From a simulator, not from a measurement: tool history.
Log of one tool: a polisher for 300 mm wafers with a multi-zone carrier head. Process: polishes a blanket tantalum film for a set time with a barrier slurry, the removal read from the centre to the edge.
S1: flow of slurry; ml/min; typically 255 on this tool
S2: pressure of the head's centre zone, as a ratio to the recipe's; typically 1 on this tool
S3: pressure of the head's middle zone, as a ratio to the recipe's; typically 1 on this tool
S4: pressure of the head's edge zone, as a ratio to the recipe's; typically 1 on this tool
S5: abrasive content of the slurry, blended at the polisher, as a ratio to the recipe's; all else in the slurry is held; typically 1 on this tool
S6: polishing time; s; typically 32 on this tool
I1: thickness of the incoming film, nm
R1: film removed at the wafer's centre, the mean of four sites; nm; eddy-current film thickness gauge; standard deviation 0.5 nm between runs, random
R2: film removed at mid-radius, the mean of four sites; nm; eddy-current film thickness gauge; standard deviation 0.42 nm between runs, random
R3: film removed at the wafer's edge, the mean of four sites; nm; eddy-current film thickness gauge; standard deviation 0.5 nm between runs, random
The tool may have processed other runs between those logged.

run 1 day=0 | S1=255 S2=1 S3=1 S4=1 S5=0.8 S6=24 | I1=181 | R1=23.7 R2=24.4 R3=24.3
run 2 day=0.575 | S1=255 S2=1 S3=1 S4=1 S5=1 S6=32 | I1=179.3 | R1=33.6 R2=35.6 R3=35
run 3 day=1.929 | S1=255 S2=1 S3=1 S4=1 S5=1 S6=32 | I1=177.2 | R1=34 R2=35.3 R3=34.7
-- day=2.517 worn pad replaced by a new one
run 4 day=2.908 | S1=255 S2=1 S3=1 S4=1 S5=1 S6=32 | I1=179.9 | R1=33.9 R2=34.8 R3=34.2
run 5 day=4.104 | S1=255 S2=1 S3=1 S4=1 S5=1 S6=32 | I1=181.6 | R1=33.1 R2=34.1 R3=35
run 6 day=4.846 | S1=255 S2=1 S3=1 S4=1 S5=1 S6=32 | I1=179.3 | R1=32.8 R2=34.4 R3=35
-- day=5.275 worn pad replaced by a new one
run 7 day=5.804 | S1=255 S2=1 S3=1 S4=1 S5=1 S6=32 | I1=182.2 | R1=32.4 R2=34 R3=34.3
run 8 day=6.579 | S1=330 S2=1 S3=1 S4=1 S5=0.7 S6=32 | I1=179 | R1=30 R2=30.9 R3=30.7
-- day=7.188 slurry nozzle cleaned
run 9 day=7.208 | S1=255 S2=1 S3=1 S4=0.95 S5=1 S6=32 | I1=178.1 | R1=34.8 R2=35.8 R3=35.1
-- day=7.354 centre zone pressure recalibrated
-- day=7.617 carrier head's membrane replaced by a new one
-- day=7.896 edge zone pressure recalibrated
run 10 day=8.279 | S1=305 S2=1.07 S3=0.96 S4=0.95 S5=1 S6=32 | I1=178.2 | R1=36.8 R2=36.1 R3=35.6
-- day=8.667 worn pad replaced by a new one
run 11 day=8.812 | S1=170 S2=1 S3=1 S4=0.92 S5=1 S6=36 | I1=181.6 | R1=36.7 R2=36.9 R3=36.7
run 12 day=10.108 | S1=285 S2=0.96 S3=1 S4=1.07 S5=0.9 S6=32 | I1=180.6 | R1=33.2 R2=35.5 R3=34.8
run 13 day=11.579 | S1=255 S2=1 S3=1.1 S4=1 S5=1.25 S6=32 | I1=179.2 | R1=36.5 R2=40.5 R3=36.3
-- day=12.1 worn pad replaced by a new one
run 14 day=12.688 | S1=170 S2=1 S3=1 S4=0.92 S5=1 S6=36 | I1=179 | R1=35 R2=36 R3=36

Pick out some run-to-run changes in R1. Of each, how much would a tool without hidden state show as well, from the settings, what came in and chance, and how much is left for the hidden state and any gauge scatter not in both results compared?
Hidden conditions of the tool in this case: removal rate lost through wear of the pad, %; slurry flow missing at the pad, %; deviation of the centre zone's pressure from its setpoint, %; deviation of the edge zone's pressure from its setpoint, %.
Run 1 -> 2: S5 0.8 -> 1, S6 24 -> 32. R1 +9.9 nm: hidden state -0.3, all else +10.2.
Run 8 -> 9: S1 330 -> 255, S4 1 -> 0.95, S5 0.7 -> 1, slurry nozzle cleaned. R1 +4.8 nm: hidden state +1.7, all else +3.1.
